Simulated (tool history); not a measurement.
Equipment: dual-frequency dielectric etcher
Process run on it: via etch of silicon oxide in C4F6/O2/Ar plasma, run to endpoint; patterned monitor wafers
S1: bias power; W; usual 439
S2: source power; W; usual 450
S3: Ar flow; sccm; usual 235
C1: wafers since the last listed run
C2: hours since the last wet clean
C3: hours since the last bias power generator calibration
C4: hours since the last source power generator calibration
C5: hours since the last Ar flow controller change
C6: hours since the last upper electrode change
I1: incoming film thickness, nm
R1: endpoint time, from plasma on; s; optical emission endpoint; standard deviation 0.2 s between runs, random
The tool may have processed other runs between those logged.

run	hour	S1	S2	S3	C1	C2	C3	C4	C5	C6	I1	R1
1	0	439	390	207	0	230.5	3977.5	3174.5	3550.6	2318.9	111.5	25.8
2	26.6	439	390	207	487	257.1	4004.1	3201.1	3577.2	2345.5	111	25.7
3	73.2	439	400	235	854	303.7	4050.7	3247.7	3623.8	2392.1	112.3	26.2
# hour 133.8: wet clean of the chamber
4	210.7	439	450	235	2081	76.9	4188.2	3385.2	3761.3	2529.6	113	24.7
5	279	439	370	280	1252	145.2	4256.5	3453.5	3829.6	2597.9	111.4	26.9
6	333.5	439	530	215	999	199.7	4311	3508	3884.1	2652.4	111.9	22.9
7	394.5	439	530	215	1118	260.7	4372	3569	3945.1	2713.4	110.5	22.7
# hour 507.4: wet clean of the chamber
8	508.5	462	450	235	1650	1.1	4486	3683	4059.1	2827.4	111.4	24
9	547.8	462	450	235	720	40.4	4525.3	3722.3	4098.4	2866.7	111.1	23.6
10	598.7	494	480	235	933	91.3	4576.2	3773.2	4149.3	2917.6	111.1	22.8
# hour 632.4: bias power generator calibrated
11	647.3	534	450	259	818	139.9	14.9	3821.8	4197.9	2966.2	111.9	23.4
12	700.4	336	340	199	973	193	68	3874.9	4251	3019.3	112.1	29.6
13	753.4	439	450	235	972	246	121	3927.9	4304	3072.3	112	24.9
# hour 761.4: source power generator calibrated
# hour 802.3: Ar flow controller replaced
14	807.9	379	500	210	816	300.5	175.5	46.5	5.6	3126.8	111.6	24.6
# hour 832.2: upper electrode replaced
15	846.4	353	490	197	265	339	214	85	44.1	14.2	112.2	25
# hour 909: wet clean of the chamber
16	909.5	439	530	235	717	0.5	277.1	148.1	107.2	77.3	112.3	22.4
17	935.7	395	350	212	480	26.7	303.3	174.3	133.4	103.5	111.8	27.5
18	978.6	439	560	235	786	69.6	346.2	217.2	176.3	146.4	112.1	22.2
19	1136.8	409	490	208	2901	227.8	504.4	375.4	334.5	304.6	111	23.7

What does the tool deliver on the next run?
20	1163.9	439	450	235	497	254.9	531.5	402.5	361.6	331.7	111.3	?

{"run 20": {"R1": 24.7}}
The same run, on a tool lacking any hidden state, would have yielded R1 23.9 s.

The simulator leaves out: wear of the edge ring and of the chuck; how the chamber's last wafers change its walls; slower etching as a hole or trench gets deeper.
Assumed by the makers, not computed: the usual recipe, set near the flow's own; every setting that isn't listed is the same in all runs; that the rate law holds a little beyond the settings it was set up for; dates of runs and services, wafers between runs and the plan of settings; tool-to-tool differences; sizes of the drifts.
